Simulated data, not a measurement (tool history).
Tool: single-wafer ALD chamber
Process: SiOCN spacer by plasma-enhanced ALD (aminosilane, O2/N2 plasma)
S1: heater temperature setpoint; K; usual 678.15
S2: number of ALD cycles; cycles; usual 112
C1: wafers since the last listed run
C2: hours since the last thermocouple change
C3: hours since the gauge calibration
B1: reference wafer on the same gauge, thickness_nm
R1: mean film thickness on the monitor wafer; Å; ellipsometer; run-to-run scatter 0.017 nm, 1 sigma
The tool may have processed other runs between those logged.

Run 1, hour 0: usual settings; C1 0; C2 1639.2; C3 524.9; B1 5.628. Result: R1 65.61 Å.
Run 2, hour 35.8: usual settings; C1 117; C2 1675; C3 560.7; B1 5.622. Result: R1 65.67 Å.
Run 3, hour 54.5: usual settings but S2 121 cycles; C1 61; C2 1693.7; C3 579.4; B1 5.611. Result: R1 70.81 Å.
Run 4, hour 88.2: usual settings but S2 121 cycles; C1 110; C2 1727.4; C3 613.1; B1 5.603. Result: R1 70.78 Å.
Run 5, hour 110.1: usual settings but S2 121 cycles; C1 72; C2 1749.3; C3 635; B1 5.606. Result: R1 70.75 Å.
Run 6, hour 126: usual settings; C1 52; C2 1765.2; C3 650.9; B1 5.599. Result: R1 65.19 Å.
Run 7, hour 149.7: usual settings; C1 78; C2 1788.9; C3 674.6; B1 5.588. Result: R1 65.29 Å.
Run 8, hour 162.8: usual settings but S2 129 cycles; C1 43; C2 1802; C3 687.7; B1 5.587. Result: R1 75.12 Å.
Run 9, hour 178.7: usual settings but S2 129 cycles; C1 52; C2 1817.9; C3 703.6; B1 5.578. Result: R1 75.03 Å.
Run 10, hour 204.3: usual settings but S2 129 cycles; C1 84; C2 1843.5; C3 729.2; B1 5.572. Result: R1 74.69 Å.
At hour 220.7: thermocouple changed; heater temperature recalibrated.
Run 11, hour 221.2: usual settings but S2 97 cycles; C1 29; C2 0.5; C3 746.1; B1 5.571. Result: R1 56.44 Å.
At hour 225.6: gauge calibrated.
Run 12, hour 237.7: usual settings but S2 97 cycles; C1 54; C2 17; C3 12.1; B1 5.665. Result: R1 57.32 Å.
Run 13, hour 257.9: usual settings but S2 97 cycles; C1 66; C2 37.2; C3 32.3; B1 5.661. Result: R1 57.08 Å.
Run 14, hour 271: usual settings but S1 687.15 K; C1 43; C2 50.3; C3 45.4; B1 5.666. Result: R1 64.36 Å.
Run 15, hour 285.1: usual settings but S1 687.15 K; C1 46; C2 64.4; C3 59.5; B1 5.66. Result: R1 64.39 Å.
Run 16, hour 312.3: usual settings but S1 689.15 K, S2 93 cycles; C1 89; C2 91.6; C3 86.7; B1 5.663. Result: R1 53.34 Å.
Run 17, hour 339.5: usual settings but S2 97 cycles; C1 89; C2 118.8; C3 113.9; B1 5.664. Result: R1 57.34 Å.
Run 18, hour 352.3: usual settings but S1 688.15 K, S2 119 cycles; C1 42; C2 131.6; C3 126.7; B1 5.656. Result: R1 68.17 Å.
Run 19, hour 375.8: usual settings but S1 684.15 K, S2 133 cycles; C1 77; C2 155.1; C3 150.2; B1 5.664. Result: R1 77.6 Å.
Run 20, hour 406.5: usual settings but S1 671.15 K, S2 104 cycles; C1 101; C2 185.8; C3 180.9; B1 5.656. Result: R1 61.99 Å.
Run 21, hour 459.2: usual settings but S1 689.15 K, S2 131 cycles; C1 173; C2 238.5; C3 233.6; B1 5.657. Result: R1 75.16 Å.
Run 22, hour 473.6: usual settings but S1 687.15 K, S2 134 cycles; C1 47; C2 252.9; C3 248; B1 5.65. Result: R1 77.15 Å.
Run 23, hour 501.1: usual settings but S1 688.15 K, S2 96 cycles; C1 90; C2 280.4; C3 275.5; B1 5.653. Result: R1 54.99 Å.
Run 24, hour 520.9: usual settings; C1 65; C2 300.2; C3 295.3; B1 5.656. Result: R1 66.06 Å.
Run 25, hour 542.8: usual settings; C1 72; C2 322.1; C3 317.2; B1 5.644. Result: R1 66.01 Å.
Run 26, hour 562.2: usual settings but S2 125 cycles; C1 63; C2 341.5; C3 336.6; B1 5.644. Result: R1 73.44 Å.
Run 27, hour 575.3: usual settings but S1 693.15 K, S2 97 cycles; C1 43; C2 354.6; C3 349.7; B1 5.643. Result: R1 54.54 Å.
Run 28, hour 605.1: usual settings but S1 690.15 K, S2 121 cycles; C1 98; C2 384.4; C3 379.5; B1 5.633. Result: R1 68.83 Å.
Run 29, hour 624.6: usual settings but S1 666.15 K, S2 104 cycles; C1 64; C2 403.9; C3 399; B1 5.634. Result: R1 61.88 Å.
Run 30, hour 650.6: usual settings but S1 664.15 K, S2 95 cycles; C1 85; C2 429.9; C3 425; B1 5.628. Result: R1 56.78 Å.

Measured result minus the same run's result without the hidden state. Both carry the same run-to-run variation, though not necessarily the same gauge scatter:
The hidden state here: wafer temperature above the value expected at the setpoint (K); gauge reads high (%).
run     R1
  1   -0.5
  2   -0.6
  3   -0.7
  4  -0.81
  5  -0.88
  6  -0.87
  7  -0.94
  8  -1.14
  9   -1.2
 10  -1.31
 11  -1.04
 12  -0.04
 13  -0.05
 14  -0.06
 15  -0.06
 16  -0.05
 17  -0.07
 18   -0.1
 19  -0.12
 20  -0.12
 21  -0.21
 22  -0.24
 23   -0.2
 24  -0.27
 25   -0.3
 26  -0.37
 27  -0.29
 28  -0.42
 29  -0.42
 30  -0.43
